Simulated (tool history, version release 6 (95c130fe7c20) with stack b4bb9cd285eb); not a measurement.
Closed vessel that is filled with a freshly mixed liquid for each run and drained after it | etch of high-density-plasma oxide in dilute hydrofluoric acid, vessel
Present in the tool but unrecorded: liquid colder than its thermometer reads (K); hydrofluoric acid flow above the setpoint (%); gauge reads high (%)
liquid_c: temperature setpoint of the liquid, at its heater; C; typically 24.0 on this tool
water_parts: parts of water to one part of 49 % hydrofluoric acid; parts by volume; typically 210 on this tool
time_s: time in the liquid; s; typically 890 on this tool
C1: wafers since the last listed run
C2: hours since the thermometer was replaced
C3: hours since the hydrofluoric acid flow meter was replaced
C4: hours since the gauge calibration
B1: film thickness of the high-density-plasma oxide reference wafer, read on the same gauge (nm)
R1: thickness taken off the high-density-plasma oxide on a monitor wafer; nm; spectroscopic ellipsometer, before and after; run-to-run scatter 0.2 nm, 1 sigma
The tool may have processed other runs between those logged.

Run 1, hour 0.0: usual settings but time_s 560 s; C1 0; C2 908.7; C3 58.9; C4 4030.0; B1 129.98. Result: R1 12.35 nm.
Run 2, hour 75.9: usual settings but time_s 615 s; C1 4624; C2 984.6; C3 134.8; C4 4105.9; B1 129.98. Result: R1 13.27 nm.
Run 3, hour 156.3: usual settings but time_s 615 s; C1 4898; C2 1065.0; C3 215.2; C4 4186.3; B1 130.00. Result: R1 13.38 nm.
Run 4, hour 229.2: usual settings; C1 4441; C2 1137.9; C3 288.1; C4 4259.2; B1 129.99. Result: R1 19.61 nm.
Run 5, hour 335.1: usual settings; C1 6451; C2 1243.8; C3 394.0; C4 4365.1; B1 129.99. Result: R1 19.21 nm.
At hour 340.0: gauge calibrated.
Run 6, hour 391.8: usual settings but water_parts 140 parts by volume; C1 3454; C2 1300.5; C3 450.7; C4 51.8; B1 129.99. Result: R1 31.35 nm.
Run 7, hour 440.1: usual settings but water_parts 140 parts by volume; C1 2942; C2 1348.8; C3 499.0; C4 100.1; B1 130.03. Result: R1 31.14 nm.
Run 8, hour 531.1: usual settings but liquid_c 22.0 C; C1 5544; C2 1439.8; C3 590.0; C4 191.1; B1 130.01. Result: R1 17.84 nm.
Run 9, hour 586.0: usual settings but liquid_c 26.5 C, water_parts 115 parts by volume, time_s 690 s; C1 3344; C2 1494.7; C3 644.9; C4 246.0; B1 130.01. Result: R1 33.40 nm.
Run 10, hour 635.0: usual settings but liquid_c 21.0 C, water_parts 285 parts by volume; C1 2985; C2 1543.7; C3 693.9; C4 295.0; B1 129.99. Result: R1 11.86 nm.
Run 11, hour 831.5: usual settings; C1 11971; C2 1740.2; C3 890.4; C4 491.5; B1 130.00. Result: R1 19.32 nm.
Run 12, hour 890.5: usual settings but water_parts 275 parts by volume, time_s 600 s; C1 3594; C2 1799.2; C3 949.4; C4 550.5; B1 129.98. Result: R1 9.02 nm.
Run 13, hour 967.1: usual settings but liquid_c 19.0 C, water_parts 135 parts by volume, time_s 740 s; C1 4666; C2 1875.8; C3 1026.0; C4 627.1; B1 130.00. Result: R1 21.82 nm.
Run 14, hour 1067.1: usual settings but water_parts 160 parts by volume, time_s 405 s; C1 6092; C2 1975.8; C3 1126.0; C4 727.1; B1 130.00. Result: R1 11.89 nm.
Run 15, hour 1107.7: usual settings but liquid_c 26.0 C, water_parts 280 parts by volume, time_s 1400 s; C1 2473; C2 2016.4; C3 1166.6; C4 767.7; B1 129.98. Result: R1 22.30 nm.
Run 16, hour 1154.0: usual settings; C1 2820; C2 2062.7; C3 1212.9; C4 814.0; B1 129.97. Result: R1 18.51 nm.
At hour 1238.4: hydrofluoric acid flow meter replaced.
Run 17, hour 1261.4: usual settings but liquid_c 21.0 C, water_parts 110 parts by volume, time_s 1180 s; C1 6482; C2 2170.1; C3 23.0; C4 921.4; B1 129.99. Result: R1 47.11 nm.
Run 18, hour 1363.7: usual settings but liquid_c 28.5 C, water_parts 165 parts by volume, time_s 1025 s; C1 6232; C2 2272.4; C3 125.3; C4 1023.7; B1 129.99. Result: R1 33.42 nm.
Run 19, hour 1568.3: usual settings but liquid_c 27.5 C, water_parts 255 parts by volume, time_s 1210 s; C1 12464; C2 2477.0; C3 329.9; C4 1228.3; B1 129.99. Result: R1 22.28 nm.
At hour 1618.0: thermometer replaced.
Run 20, hour 1631.7: usual settings but liquid_c 26.0 C, water_parts 245 parts by volume, time_s 1190 s; C1 3801; C2 13.7; C3 393.3; C4 1291.7; B1 130.01. Result: R1 23.75 nm.
Run 21, hour 1689.2: usual settings but liquid_c 21.5 C, water_parts 165 parts by volume; C1 3503; C2 71.2; C3 450.8; C4 1349.2; B1 129.99. Result: R1 24.74 nm.
Run 22, hour 1762.6: usual settings; C1 4471; C2 144.6; C3 524.2; C4 1422.6; B1 130.01. Result: R1 19.89 nm.
Run 23, hour 1829.3: usual settings but liquid_c 27.5 C, water_parts 115 parts by volume, time_s 1240 s; C1 4063; C2 211.3; C3 590.9; C4 1489.3; B1 129.98. Result: R1 65.83 nm.
Run 24, hour 1887.7: usual settings but water_parts 145 parts by volume; C1 3557; C2 269.7; C3 649.3; C4 1547.7; B1 130.02. Result: R1 31.37 nm.
Run 25, hour 2051.5: usual settings; C1 9979; C2 433.5; C3 813.1; C4 1711.5; B1 129.98. Result: R1 20.14 nm.
Run 26, hour 2156.0: usual settings; C1 6366; C2 538.0; C3 917.6; C4 1816.0; B1 129.98. Result: R1 19.46 nm.
Run 27, hour 2254.1: usual settings but liquid_c 28.5 C, water_parts 145 parts by volume; C1 5976; C2 636.1; C3 1015.7; C4 1914.1; B1 130.00. Result: R1 36.50 nm.
Run 28, hour 2294.6: usual settings but liquid_c 20.5 C, time_s 1155 s; C1 2467; C2 676.6; C3 1056.2; C4 1954.6; B1 130.00. Result: R1 22.87 nm.
Run 29, hour 2344.5: usual settings but time_s 620 s; C1 3040; C2 726.5; C3 1106.1; C4 2004.5; B1 130.01. Result: R1 13.70 nm.
Run 30, hour 2433.2: usual settings but water_parts 295 parts by volume, time_s 1410 s; C1 5403; C2 815.2; C3 1194.8; C4 2093.2; B1 129.99. Result: R1 20.13 nm.

Below, some changes in R1 between adjacent runs. For each, the amount present without the hidden state too (settings, incoming material, random variation) and the amount remaining for the hidden state with gauge scatter not shared by both compared results:
Run 16 -> 17: liquid_c 24.0 -> 21.0, water_parts 210 -> 110, time_s 890 -> 1180, hydrofluoric acid flow meter replaced. R1 +28.60 nm: hidden state -3.31, all else +31.91.
Run 17 -> 18: liquid_c 21.0 -> 28.5, water_parts 110 -> 165, time_s 1180 -> 1025. R1 -13.69 nm: hidden state +1.70, all else -15.39.
Run 19 -> 20: liquid_c 27.5 -> 26.0, water_parts 255 -> 245, time_s 1210 -> 1190, thermometer replaced. R1 +1.47 nm: hidden state +2.24, all else -0.77.
Run 22 -> 23: liquid_c 24.0 -> 27.5, water_parts 210 -> 115, time_s 890 -> 1240. R1 +45.94 nm: hidden state -0.57, all else +46.51.
Run 23 -> 24: liquid_c 27.5 -> 24.0, water_parts 115 -> 145, time_s 1240 -> 890. R1 -34.46 nm: hidden state +0.30, all else -34.76.
